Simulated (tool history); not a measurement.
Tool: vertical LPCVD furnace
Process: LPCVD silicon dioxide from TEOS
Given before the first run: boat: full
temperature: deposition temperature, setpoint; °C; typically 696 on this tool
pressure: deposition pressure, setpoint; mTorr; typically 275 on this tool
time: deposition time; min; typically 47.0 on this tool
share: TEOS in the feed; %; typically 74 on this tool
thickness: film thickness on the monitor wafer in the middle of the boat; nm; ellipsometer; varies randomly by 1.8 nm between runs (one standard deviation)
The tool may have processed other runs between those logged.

run    hour  temperature  pressure  time  share  wafers since the last listed run  hours since the last temperature calibration  hours since the pressure gauge was zeroed  hours since the TEOS flow controller was replaced  hours since the gauge calibration  read-back reference wafer on the same gauge, thickness  thickness
  1     0.0          696       275  47.0     85                                 0                                        3169.0                                     3971.9                                             4187.1                               50.0                                                  357.02     392.92
  2    43.7          696       275  47.0     85                               445                                        3212.7                                     4015.6                                             4230.8                               93.7                                                  357.47     395.57
  3   114.7          696       275  47.0     85                               724                                        3283.7                                     4086.6                                             4301.8                              164.7                                                  356.86     401.34
  4   184.2          696       275  47.0     74                               709                                        3353.2                                     4156.1                                             4371.3                              234.2                                                  356.96     372.39
  5   257.4          696       275  47.0     74                               746                                        3426.4                                     4229.3                                             4444.5                              307.4                                                  356.20     373.28
  6   308.2          696       275  47.0     68                               518                                        3477.2                                     4280.1                                             4495.3                              358.2                                                  356.52     357.67
      358.9  -- TEOS flow controller replaced
      399.4  -- thermocouples replaced and temperature profile calibrated
  7   405.4          696       275  47.0     68                               501                                           6.0                                     4377.3                                               46.5                              455.4                                                  356.79     318.07
  8   452.1          696       275  42.0     85                               476                                          52.7                                     4424.0                                               93.2                              502.1                                                  355.98     317.67
      513.8  -- pressure gauge zeroed
  9   537.1          696       275  42.0     85                               622                                         137.7                                       23.3                                              178.2                              587.1                                                  357.00     319.87
 10   579.0          689       250  35.5     60                               427                                         179.6                                       65.2                                              220.1                              629.0                                                  356.39     184.54
      670.2  -- gauge calibrated
 11   671.1          696       220  40.0     74                               939                                         271.7                                      157.3                                              312.2                                0.9                                                  356.82     258.93
 12   756.3          696       275  47.0     74                               869                                         356.9                                      242.5                                              397.4                               86.1                                                  356.89     338.16
 13   805.8          703       275  41.5     60                               504                                         406.4                                      292.0                                              446.9                              135.6                                                  357.12     320.09
 14   855.6          700       335  55.0     69                               508                                         456.2                                      341.8                                              496.7                              185.4                                                  357.32     471.45
 15   895.9          691       325  38.0     79                               411                                         496.5                                      382.1                                              537.0                              225.7                                                  356.24     277.32
 16   940.0          689       275  33.0     89                               449                                         540.6                                      426.2                                              581.1                              269.8                                                  356.88     224.67
 17  1011.7          696       275  47.0     85                               731                                         612.3                                      497.9                                              652.8                              341.5                                                  356.91     372.28
 18  1113.3          696       275  47.0     84                              1036                                         713.9                                      599.5                                              754.4                              443.1                                                  357.50     370.39

Branching from run 18: 3 alternative next runs. What would each branch give?
  A  1117.2          696       275  47.0     74                                39                                         717.8                                      603.4                                              758.3                              447.0                                                       ?          ?
  B  1117.2          703       235  61.5     78                                39                                         717.8                                      603.4                                              758.3                              447.0                                                       ?          ?
  C  1117.2          696       240  47.0     68                                39                                         717.8                                      603.4                                              758.3                              447.0                                                       ?          ?

run  read-back reference wafer on the same gauge, thickness  thickness
  A                                                  357.83     348.32
  B                                                  357.83     508.77
  C                                                  357.83     311.93
Had the tool no hidden state, the same runs would have come out as:
run  thickness
  A     331.50
  B     484.56
  C     296.87
